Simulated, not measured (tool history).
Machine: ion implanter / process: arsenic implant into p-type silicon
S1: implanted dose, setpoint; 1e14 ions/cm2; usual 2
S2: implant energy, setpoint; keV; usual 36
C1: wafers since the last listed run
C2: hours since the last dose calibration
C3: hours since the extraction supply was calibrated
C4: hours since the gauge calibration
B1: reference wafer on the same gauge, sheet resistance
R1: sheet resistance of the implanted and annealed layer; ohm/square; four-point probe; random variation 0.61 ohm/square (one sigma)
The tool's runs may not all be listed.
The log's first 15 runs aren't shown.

Run 16, hour 984.9: usual settings but S1 2.51 1e14 ions/cm2, S2 48.5 keV; C1 5670; C2 687.1; C3 2710.1; C4 1991; B1 415.02. Result: R1 333.47 ohm/square.
At hour 1022.6: Faraday cup replaced and dose calibrated.
Run 17, hour 1028.4: usual settings; C1 1363; C2 5.8; C3 2753.6; C4 2034.5; B1 415.03. Result: R1 409.18 ohm/square.
At hour 1098.1: gauge calibrated.
Run 18, hour 1123.6: usual settings; C1 3657; C2 101; C3 2848.8; C4 25.5; B1 414.92. Result: R1 408.9 ohm/square.
At hour 1139.1: extraction supply calibrated.
Run 19, hour 1182.2: usual settings but S1 2.38 1e14 ions/cm2, S2 44 keV; C1 1943; C2 159.6; C3 43.1; C4 84.1; B1 414.98. Result: R1 349.05 ohm/square.
Run 20, hour 1241.5: usual settings but S1 1.51 1e14 ions/cm2; C1 2278; C2 218.9; C3 102.4; C4 143.4; B1 415.14. Result: R1 499.1 ohm/square.
Run 21, hour 1279.1: usual settings but S1 1.83 1e14 ions/cm2, S2 48 keV; C1 1444; C2 256.5; C3 140; C4 181; B1 414.85. Result: R1 416.07 ohm/square.
Run 22, hour 1384.8: usual settings but S1 2.39 1e14 ions/cm2, S2 47.5 keV; C1 4060; C2 362.2; C3 245.7; C4 286.7; B1 414.93. Result: R1 344.01 ohm/square.
Run 23, hour 1427.6: usual settings but S1 1.83 1e14 ions/cm2, S2 24.5 keV; C1 1644; C2 405; C3 288.5; C4 329.5; B1 415.02. Result: R1 461.84 ohm/square.
Run 24, hour 1523.8: usual settings but S1 2.24 1e14 ions/cm2, S2 25 keV; C1 3695; C2 501.2; C3 384.7; C4 425.7; B1 415.14. Result: R1 397.71 ohm/square.
Run 25, hour 1635.5: usual settings but S1 2.38 1e14 ions/cm2, S2 29.5 keV; C1 4291; C2 612.9; C3 496.4; C4 537.4; B1 414.89. Result: R1 370.51 ohm/square.
Run 26, hour 1709.3: usual settings; C1 2835; C2 686.7; C3 570.2; C4 611.2; B1 415.09. Result: R1 411.53 ohm/square.
Run 27, hour 1748.6: usual settings but S1 1.54 1e14 ions/cm2, S2 29 keV; C1 1509; C2 726; C3 609.5; C4 650.5; B1 415.13. Result: R1 512.94 ohm/square.
Run 28, hour 1853.3: usual settings but S1 1.47 1e14 ions/cm2, S2 25 keV; C1 4022; C2 830.7; C3 714.2; C4 755.2; B1 414.99. Result: R1 543.28 ohm/square.
At hour 1894.7: Faraday cup replaced and dose calibrated.
Run 29, hour 1895.2: usual settings; C1 1302; C2 0.5; C3 756.1; C4 797.1; B1 415.01. Result: R1 408.65 ohm/square.
Run 30, hour 1939.8: usual settings but S1 2.48 1e14 ions/cm2, S2 43 keV; C1 1713; C2 45.1; C3 800.7; C4 841.7; B1 414.99. Result: R1 340.21 ohm/square.
Run 31, hour 1980.3: usual settings but S1 2.29 1e14 ions/cm2, S2 26 keV; C1 1555; C2 85.6; C3 841.2; C4 882.2; B1 414.86. Result: R1 386.23 ohm/square.
Run 32, hour 2056.9: usual settings; C1 2942; C2 162.2; C3 917.8; C4 958.8; B1 415.09. Result: R1 409.56 ohm/square.
Run 33, hour 2114.9: usual settings but S1 2.51 1e14 ions/cm2, S2 30.5 keV; C1 2228; C2 220.2; C3 975.8; C4 1016.8; B1 414.99. Result: R1 353.37 ohm/square.
Run 34, hour 2204.2: usual settings but S1 2.5 1e14 ions/cm2, S2 31 keV; C1 3430; C2 309.5; C3 1065.1; C4 1106.1; B1 414.96. Result: R1 354.99 ohm/square.
Run 35, hour 2418.7: usual settings; C1 8240; C2 524; C3 1279.6; C4 1320.6; B1 415.09. Result: R1 411.54 ohm/square.
Run 36, hour 2662.8: usual settings but S1 2.45 1e14 ions/cm2; C1 9377; C2 768.1; C3 1523.7; C4 1564.7; B1 414.92. Result: R1 355.95 ohm/square.
At hour 2678.9: Faraday cup replaced and dose calibrated.
Run 37, hour 2747.4: usual settings; C1 2942; C2 68.5; C3 1608.3; C4 1649.3; B1 415.01. Result: R1 410.08 ohm/square.
Run 38, hour 2809: usual settings but S1 1.69 1e14 ions/cm2, S2 27 keV; C1 2366; C2 130.1; C3 1669.9; C4 1710.9; B1 415.09. Result: R1 483.54 ohm/square.

Each row is a separate what-if for the run after 38, all from the same tool condition, not one after another. Results?
Run A, hour 2809.4: usual settings; C1 15; C2 130.5; C3 1670.3; C4 1711.3; B1 ?. Result: R1 ?.
Run B, hour 2809.4: usual settings but S1 2.41 1e14 ions/cm2, S2 41 keV; C1 15; C2 130.5; C3 1670.3; C4 1711.3; B1 ?. Result: R1 ?.
Run C, hour 2809.4: usual settings but S1 2.3 1e14 ions/cm2, S2 42 keV; C1 15; C2 130.5; C3 1670.3; C4 1711.3; B1 ?. Result: R1 ?.

run      B1      R1
  A  414.95  410.25
  B  414.95  350.95
  C  414.95  361.98
Without the tool's hidden state the same runs would have given:
run      R1
  A     407
  B  348.22
  C  359.14

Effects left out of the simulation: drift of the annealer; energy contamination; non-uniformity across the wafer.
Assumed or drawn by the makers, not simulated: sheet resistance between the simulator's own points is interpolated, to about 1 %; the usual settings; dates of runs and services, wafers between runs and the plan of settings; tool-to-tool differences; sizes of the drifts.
